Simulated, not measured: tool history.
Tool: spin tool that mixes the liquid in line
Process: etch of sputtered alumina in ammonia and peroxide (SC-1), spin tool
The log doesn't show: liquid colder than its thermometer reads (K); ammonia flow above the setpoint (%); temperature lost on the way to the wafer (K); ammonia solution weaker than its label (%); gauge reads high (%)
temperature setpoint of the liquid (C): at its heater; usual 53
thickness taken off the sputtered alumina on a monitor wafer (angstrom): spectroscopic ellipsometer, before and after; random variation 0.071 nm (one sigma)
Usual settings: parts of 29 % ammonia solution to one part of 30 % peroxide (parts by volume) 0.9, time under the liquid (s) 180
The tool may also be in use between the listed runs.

run    hour  temperature setpoint of the liquid (C)  parts of 29 % ammonia solution to one part of 30 % peroxide (parts by volume)  time under the liquid (s)  wafers since the last listed run  hours since the thermometer was replaced  hours since the ammonia flow meter was replaced  hours since the heated supply line was repaired  hours since the drum of ammonia solution was connected  hours since the gauge calibration  read-back film thickness of the sputtered alumina reference wafer, read on the same gauge (nm)  thickness taken off the sputtered alumina on a monitor wafer (angstrom)
  1       0                                      53                                                                            0.9                        180                                 0                                     389.1                                            991.2                                           3030.7                                                   310.2                             1266.6                                                                                           31.28                                                                     89.2
  2    41.1                                      53                                                                            0.9                        180                               389                                     430.2                                           1032.3                                           3071.8                                                   351.3                             1307.7                                                                                            31.3                                                                       89
  3    65.3                                      53                                                                            0.9                        180                               229                                     454.4                                           1056.5                                             3096                                                   375.5                             1331.9                                                                                           31.35                                                                     88.6
      118.1  -- new drum of ammonia solution connected
  4   136.5                                      53                                                                            1.2                        180                               664                                     525.6                                           1127.7                                           3167.2                                                    18.4                             1403.1                                                                                           31.37                                                                     91.6
      185.9  -- thermometer replaced
  5   202.8                                      53                                                                            1.2                        180                               618                                      16.9                                             1194                                           3233.5                                                    84.7                             1469.4                                                                                           31.36                                                                     90.8
  6     271                                      53                                                                            1.2                        180                               646                                      85.1                                           1262.2                                           3301.7                                                   152.9                             1537.6                                                                                           31.34                                                                     90.3
      300.4  -- heated supply line repaired
  7   312.6                                    59.5                                                                            0.9                        180                               384                                     126.7                                           1303.8                                             12.2                                                   194.5                             1579.2                                                                                           31.34                                                                    127.1
  8   341.2                                      53                                                                            0.9                        180                               270                                     155.3                                           1332.4                                             40.8                                                   223.1                             1607.8                                                                                           31.37                                                                     89.1
  9   373.6                                      48                                                                           0.65                         75                               306                                     187.7                                           1364.8                                             73.2                                                   255.5                             1640.2                                                                                           31.35                                                                     27.6
 10     424                                    62.5                                                                            1.2                         70                               477                                     238.1                                           1415.2                                            123.6                                                   305.9                             1690.6                                                                                           31.38                                                                       59
 11   495.4                                      53                                                                            0.9                        180                               676                                     309.5                                           1486.6                                              195                                                   377.3                               1762                                                                                           31.41                                                                     88.1
      508.7  -- new drum of ammonia solution connected
      547.3  -- ammonia flow meter replaced
 12   551.6                                      53                                                                            0.9                        180                               513                                     365.7                                              4.3                                            251.2                                                    42.9                             1818.2                                                                                            31.4                                                                     88.2
 13   577.3                                      49                                                                           0.55                        180                               243                                     391.4                                               30                                            276.9                                                    68.6                             1843.9                                                                                            31.4                                                                     68.2
 14   638.9                                      53                                                                            0.9                        180                               583                                       453                                             91.6                                            338.5                                                   130.2                             1905.5                                                                                           31.42                                                                     89.1
      646.4  -- gauge calibrated
 15   691.7                                      53                                                                           0.45                        265                               500                                     505.8                                            144.4                                            391.3                                                     183                               45.3                                                                                           30.21                                                                    119.1
      692.9  -- thermometer replaced
 16   723.5                                      53                                                                            0.9                        260                               291                                      30.6                                            176.2                                            423.1                                                   214.8                               77.1                                                                                           30.27                                                                      125
 17   756.7                                      48                                                                            0.9                         90                               314                                      63.8                                            209.4                                            456.3                                                     248                              110.3                                                                                           30.34                                                                       33
 18   813.9                                      53                                                                            1.2                        150                               541                                       121                                            266.6                                            513.5                                                   305.2                              167.5                                                                                           30.45                                                                     74.2
 19   882.2                                      53                                                                           1.15                        180                               646                                     189.3                                            334.9                                            581.8                                                   373.5                              235.8                                                                                           30.55                                                                     89.4
      892.8  -- new drum of ammonia solution connected
 20  1027.2                                      63                                                                            0.9                        145                              1364                                     334.3                                            479.9                                            726.8                                                   134.4                              380.8                                                                                           30.74                                                                    117.8
 21  1098.8                                      53                                                                            0.9                        180                               678                                     405.9                                            551.5                                            798.4                                                     206                              452.4                                                                                           30.79                                                                     88.3
 22  1142.5                                      56                                                                           0.55                         90                               413                                     449.6                                            595.2                                            842.1                                                   249.7                              496.1                                                                                           30.87                                                                     49.8
 23  1187.2                                      53                                                                            0.9                        180                               423                                     494.3                                            639.9                                            886.8                                                   294.4                              540.8                                                                                           30.96                                                                     87.7
 24  1257.8                                      53                                                                            0.9                        180                               668                                     564.9                                            710.5                                            957.4                                                     365                              611.4                                                                                              31                                                                     89.3
     1260.1  -- new drum of ammonia solution connected
     1260.2  -- thermometer replaced
 25  1299.3                                    46.5                                                                            1.1                        235                               382                                      39.1                                              752                                            998.9                                                    39.2                              652.9                                                                                           31.01                                                                     82.9

Forecast each of these 3 alternatives for the next run:
  A  1299.8                                      53                                                                            0.9                        180                                 4                                      39.6                                            752.5                                            999.4                                                    39.7                              653.4                                                                                               ?                                                                        ?
  B  1299.8                                      53                                                                              1                        250                                 4                                      39.6                                            752.5                                            999.4                                                    39.7                              653.4                                                                                               ?                                                                        ?
  C  1299.8                                      53                                                                            0.9                        255                                 4                                      39.6                                            752.5                                            999.4                                                    39.7                              653.4                                                                                               ?                                                                        ?

run  read-back film thickness of the sputtered alumina reference wafer, read on the same gauge (nm)  thickness taken off the sputtered alumina on a monitor wafer (angstrom)
  A                                                                                           30.96                                                                     88.1
  B                                                                                           30.96                                                                    123.5
  C                                                                                           30.96                                                                    124.7
Without the tool's hidden state the same runs would have given:
run  thickness taken off the sputtered alumina on a monitor wafer (angstrom)
  A                                                                     85.2
  B                                                                    119.5
  C                                                                    120.7
